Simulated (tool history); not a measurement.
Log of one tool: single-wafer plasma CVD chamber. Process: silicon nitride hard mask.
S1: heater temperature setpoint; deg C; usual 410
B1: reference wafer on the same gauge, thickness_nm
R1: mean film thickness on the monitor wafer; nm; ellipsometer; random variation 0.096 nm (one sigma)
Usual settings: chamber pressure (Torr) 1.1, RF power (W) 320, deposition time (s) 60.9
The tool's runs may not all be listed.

run 1 hour=0 | S1=410 chamber_pressure_(Torr)=1.1 RF_power_(W)=320 deposition_time_(s)=60.9 | B1=71.675 | R1=62.743
run 2 hour=11.6 | S1=410 chamber_pressure_(Torr)=1.1 RF_power_(W)=320 deposition_time_(s)=60.9 | B1=71.711 | R1=62.808
run 3 hour=21.9 | S1=410 chamber_pressure_(Torr)=1.1 RF_power_(W)=320 deposition_time_(s)=60.9 | B1=71.713 | R1=62.606
run 4 hour=36.3 | S1=410 chamber_pressure_(Torr)=1.1 RF_power_(W)=320 deposition_time_(s)=60.9 | B1=71.717 | R1=62.679
run 5 hour=45.9 | S1=410 chamber_pressure_(Torr)=0.9 RF_power_(W)=320 deposition_time_(s)=60.9 | B1=71.68 | R1=58.947
run 6 hour=60.5 | S1=410 chamber_pressure_(Torr)=0.9 RF_power_(W)=320 deposition_time_(s)=60.9 | B1=71.725 | R1=58.895
run 7 hour=70.4 | S1=410 chamber_pressure_(Torr)=0.9 RF_power_(W)=320 deposition_time_(s)=60.9 | B1=71.675 | R1=58.877
run 8 hour=85.4 | S1=401 chamber_pressure_(Torr)=1.28 RF_power_(W)=335 deposition_time_(s)=60.9 | B1=71.654 | R1=67.032
-- hour=86.5 gauge calibrated
run 9 hour=93.9 | S1=410 chamber_pressure_(Torr)=1.1 RF_power_(W)=320 deposition_time_(s)=60.9 | B1=71.738 | R1=62.605
run 10 hour=101 | S1=417 chamber_pressure_(Torr)=0.85 RF_power_(W)=350 deposition_time_(s)=57.4 | B1=71.661 | R1=56.307
-- hour=115.1 showerhead replaced
-- hour=121.8 RF generator calibrated
run 11 hour=122.3 | S1=416 chamber_pressure_(Torr)=1.27 RF_power_(W)=350 deposition_time_(s)=60.9 | B1=71.633 | R1=68.504
run 12 hour=127.8 | S1=423 chamber_pressure_(Torr)=1.1 RF_power_(W)=270 deposition_time_(s)=60.9 | B1=71.721 | R1=58.99
run 13 hour=139.7 | S1=402 chamber_pressure_(Torr)=1.37 RF_power_(W)=365 deposition_time_(s)=54.3 | B1=71.695 | R1=63.9
run 14 hour=151.9 | S1=410 chamber_pressure_(Torr)=1.1 RF_power_(W)=320 deposition_time_(s)=60.9 | B1=71.702 | R1=63.404
run 15 hour=167.7 | S1=406 chamber_pressure_(Torr)=1.1 RF_power_(W)=280 deposition_time_(s)=53.6 | B1=71.714 | R1=53.1
run 16 hour=181.5 | S1=410 chamber_pressure_(Torr)=0.88 RF_power_(W)=320 deposition_time_(s)=60.9 | B1=71.734 | R1=59.19
run 17 hour=191.2 | S1=410 chamber_pressure_(Torr)=1.02 RF_power_(W)=285 deposition_time_(s)=53.6 | B1=71.702 | R1=52.202
-- hour=206.4 capacitance manometer re-zeroed and calibrated
run 18 hour=206.9 | S1=405 chamber_pressure_(Torr)=0.87 RF_power_(W)=320 deposition_time_(s)=60.9 | B1=71.715 | R1=59.099
run 19 hour=217.7 | S1=403 chamber_pressure_(Torr)=1.1 RF_power_(W)=375 deposition_time_(s)=60.9 | B1=71.671 | R1=67.809
-- hour=235.8 thermocouple changed; heater temperature recalibrated
run 20 hour=236.3 | S1=410 chamber_pressure_(Torr)=1.26 RF_power_(W)=295 deposition_time_(s)=60.9 | B1=71.701 | R1=63.843
run 21 hour=254.8 | S1=401 chamber_pressure_(Torr)=1.1 RF_power_(W)=320 deposition_time_(s)=60.9 | B1=71.694 | R1=63.59
run 22 hour=270.3 | S1=410 chamber_pressure_(Torr)=1.1 RF_power_(W)=350 deposition_time_(s)=67.5 | B1=71.688 | R1=72.947
run 23 hour=286.5 | S1=410 chamber_pressure_(Torr)=1.1 RF_power_(W)=375 deposition_time_(s)=70.8 | B1=71.684 | R1=78.915
run 24 hour=298.1 | S1=410 chamber_pressure_(Torr)=1.1 RF_power_(W)=320 deposition_time_(s)=60.9 | B1=71.715 | R1=63.283
run 25 hour=311.1 | S1=410 chamber_pressure_(Torr)=1.1 RF_power_(W)=320 deposition_time_(s)=60.9 | B1=71.633 | R1=63.495
run 26 hour=328.3 | S1=416 chamber_pressure_(Torr)=1.1 RF_power_(W)=320 deposition_time_(s)=60.9 | B1=71.694 | R1=63.042
run 27 hour=336.9 | S1=403 chamber_pressure_(Torr)=0.97 RF_power_(W)=345 deposition_time_(s)=60.9 | B1=71.725 | R1=62.865
run 28 hour=348.1 | S1=396 chamber_pressure_(Torr)=1.1 RF_power_(W)=290 deposition_time_(s)=60.9 | B1=71.753 | R1=60.956

5 ways to go on from here, each from the tool as it stands after run 28. What would each give?
run A hour=348.5 | S1=410 chamber_pressure_(Torr)=1.1 RF_power_(W)=320 deposition_time_(s)=60.9 | B1=? | R1=?
run B hour=348.5 | S1=422 chamber_pressure_(Torr)=1.1 RF_power_(W)=320 deposition_time_(s)=60.9 | B1=? | R1=?
run C hour=348.5 | S1=397 chamber_pressure_(Torr)=0.93 RF_power_(W)=320 deposition_time_(s)=60.9 | B1=? | R1=?
run D hour=348.5 | S1=414 chamber_pressure_(Torr)=1.35 RF_power_(W)=320 deposition_time_(s)=66.3 | B1=? | R1=?
run E hour=348.5 | S1=410 chamber_pressure_(Torr)=1.1 RF_power_(W)=270 deposition_time_(s)=50.9 | B1=? | R1=?

run=A B1=71.682 R1=63.302
run=B B1=71.682 R1=63.007
run=C B1=71.682 R1=60.458
run=D B1=71.682 R1=73.026
run=E B1=71.682 R1=49.395
Without the tool's hidden state the same runs would have given:
run=A R1=63.898
run=B R1=63.6
run=C R1=61.028
run=D R1=73.714
run=E R1=49.875

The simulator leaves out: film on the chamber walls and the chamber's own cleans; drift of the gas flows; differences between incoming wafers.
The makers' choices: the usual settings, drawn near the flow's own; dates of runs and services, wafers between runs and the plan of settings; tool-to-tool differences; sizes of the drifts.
